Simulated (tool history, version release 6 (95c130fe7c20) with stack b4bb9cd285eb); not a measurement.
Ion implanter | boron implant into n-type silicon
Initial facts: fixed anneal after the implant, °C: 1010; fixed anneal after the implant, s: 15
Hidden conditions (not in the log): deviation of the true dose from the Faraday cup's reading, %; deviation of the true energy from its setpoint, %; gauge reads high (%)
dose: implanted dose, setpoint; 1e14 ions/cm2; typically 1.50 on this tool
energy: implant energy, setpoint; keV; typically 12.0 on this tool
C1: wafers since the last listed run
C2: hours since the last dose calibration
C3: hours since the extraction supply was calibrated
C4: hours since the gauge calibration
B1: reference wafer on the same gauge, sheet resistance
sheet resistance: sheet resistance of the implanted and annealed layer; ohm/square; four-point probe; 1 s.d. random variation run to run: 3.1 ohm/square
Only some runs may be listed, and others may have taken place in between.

Run 1, hour 0.0: usual settings; C1 0; C2 330.2; C3 4466.9; C4 134.8; B1 628.22. Result: sheet resistance 598.83 ohm/square.
Run 2, hour 6.2: usual settings; C1 85; C2 336.4; C3 4473.1; C4 141.0; B1 628.91. Result: sheet resistance 597.59 ohm/square.
Run 3, hour 18.5: usual settings; C1 169; C2 348.7; C3 4485.4; C4 153.3; B1 627.97. Result: sheet resistance 599.04 ohm/square.
Run 4, hour 31.3: usual settings; C1 175; C2 361.5; C3 4498.2; C4 166.1; B1 628.46. Result: sheet resistance 595.85 ohm/square.
Run 5, hour 44.0: usual settings; C1 174; C2 374.2; C3 4510.9; C4 178.8; B1 629.53. Result: sheet resistance 591.39 ohm/square.
Run 6, hour 55.2: usual settings but energy 9.0 keV; C1 153; C2 385.4; C3 4522.1; C4 190.0; B1 629.13. Result: sheet resistance 618.97 ohm/square.
Run 7, hour 61.6: usual settings; C1 87; C2 391.8; C3 4528.5; C4 196.4; B1 629.89. Result: sheet resistance 590.59 ohm/square.
Run 8, hour 75.2: usual settings; C1 186; C2 405.4; C3 4542.1; C4 210.0; B1 628.83. Result: sheet resistance 594.68 ohm/square.
Run 9, hour 87.2: usual settings; C1 164; C2 417.4; C3 4554.1; C4 222.0; B1 628.62. Result: sheet resistance 590.05 ohm/square.
Run 10, hour 98.4: usual settings; C1 153; C2 428.6; C3 4565.3; C4 233.2; B1 627.82. Result: sheet resistance 588.30 ohm/square.
Run 11, hour 112.8: usual settings; C1 197; C2 443.0; C3 4579.7; C4 247.6; B1 628.90. Result: sheet resistance 593.32 ohm/square.
Run 12, hour 120.8: usual settings but energy 14.0 keV; C1 109; C2 451.0; C3 4587.7; C4 255.6; B1 629.01. Result: sheet resistance 581.36 ohm/square.
Run 13, hour 128.1: usual settings but dose 1.16 1e14 ions/cm2, energy 14.5 keV; C1 100; C2 458.3; C3 4595.0; C4 262.9; B1 628.75. Result: sheet resistance 707.26 ohm/square.
At hour 143.6: Faraday cup replaced and dose calibrated.
At hour 148.1: extraction supply calibrated.
Run 14, hour 148.6: usual settings but dose 1.16 1e14 ions/cm2, energy 14.5 keV; C1 110; C2 5.0; C3 0.5; C4 283.4; B1 628.88. Result: sheet resistance 724.14 ohm/square.
Run 15, hour 150.6: usual settings but energy 10.5 keV; C1 27; C2 7.0; C3 2.5; C4 285.4; B1 629.22. Result: sheet resistance 617.37 ohm/square.
Run 16, hour 163.3: usual settings but dose 1.28 1e14 ions/cm2, energy 11.0 keV; C1 174; C2 19.7; C3 15.2; C4 298.1; B1 629.31. Result: sheet resistance 704.23 ohm/square.
At hour 175.9: gauge calibrated.
Run 17, hour 178.0: usual settings; C1 202; C2 34.4; C3 29.9; C4 2.1; B1 629.29. Result: sheet resistance 610.06 ohm/square.
Run 18, hour 186.0: usual settings; C1 109; C2 42.4; C3 37.9; C4 10.1; B1 628.77. Result: sheet resistance 607.62 ohm/square.
Run 19, hour 196.1: usual settings; C1 138; C2 52.5; C3 48.0; C4 20.2; B1 629.16. Result: sheet resistance 611.36 ohm/square.
Run 20, hour 205.6: usual settings but dose 1.16 1e14 ions/cm2, energy 14.0 keV; C1 130; C2 62.0; C3 57.5; C4 29.7; B1 629.46. Result: sheet resistance 732.33 ohm/square.
Run 21, hour 216.8: usual settings but dose 1.32 1e14 ions/cm2, energy 14.5 keV; C1 153; C2 73.2; C3 68.7; C4 40.9; B1 628.48. Result: sheet resistance 656.73 ohm/square.
Run 22, hour 254.0: usual settings; C1 511; C2 110.4; C3 105.9; C4 78.1; B1 628.94. Result: sheet resistance 609.60 ohm/square.
Run 23, hour 262.3: usual settings but dose 1.16 1e14 ions/cm2; C1 114; C2 118.7; C3 114.2; C4 86.4; B1 629.62. Result: sheet resistance 741.70 ohm/square.
Run 24, hour 268.8: usual settings but dose 1.93 1e14 ions/cm2; C1 89; C2 125.2; C3 120.7; C4 92.9; B1 629.18. Result: sheet resistance 494.38 ohm/square.
Run 25, hour 286.6: usual settings; C1 244; C2 143.0; C3 138.5; C4 110.7; B1 628.85. Result: sheet resistance 604.72 ohm/square.
Run 26, hour 299.2: usual settings but dose 1.09 1e14 ions/cm2, energy 15.0 keV; C1 173; C2 155.6; C3 151.1; C4 123.3; B1 629.06. Result: sheet resistance 757.06 ohm/square.
Run 27, hour 312.7: usual settings but dose 1.29 1e14 ions/cm2, energy 13.5 keV; C1 185; C2 169.1; C3 164.6; C4 136.8; B1 628.84. Result: sheet resistance 669.28 ohm/square.
Run 28, hour 327.2: usual settings but dose 1.88 1e14 ions/cm2, energy 15.0 keV; C1 199; C2 183.6; C3 179.1; C4 151.3; B1 629.61. Result: sheet resistance 486.30 ohm/square.
Run 29, hour 334.4: usual settings but dose 1.30 1e14 ions/cm2, energy 10.5 keV; C1 98; C2 190.8; C3 186.3; C4 158.5; B1 629.19. Result: sheet resistance 689.24 ohm/square.
Run 30, hour 346.8: usual settings but dose 1.06 1e14 ions/cm2, energy 10.0 keV; C1 170; C2 203.2; C3 198.7; C4 170.9; B1 628.86. Result: sheet resistance 810.72 ohm/square.

For each run, what was the tool's unlogged condition?
deviation of the true energy from its setpoint, %: 0, the same for each run
gauge reads high (%): 0, the same for each run
H1: deviation of the true dose from the Faraday cup's reading, %
run       H1
  1     2.24
  2      2.3
  3     2.42
  4     2.54
  5     2.65
  6     2.76
  7     2.82
  8     2.94
  9     3.05
 10     3.16
 11     3.29
 12     3.37
 13     3.43
 14   -0.589
 15   -0.571
 16   -0.453
 17   -0.316
 18   -0.242
 19   -0.148
 20  -0.0602
 21   0.0438
 22    0.389
 23    0.466
 24    0.526
 25    0.692
 26    0.809
 27    0.934
 28     1.07
 29     1.14
 30     1.25
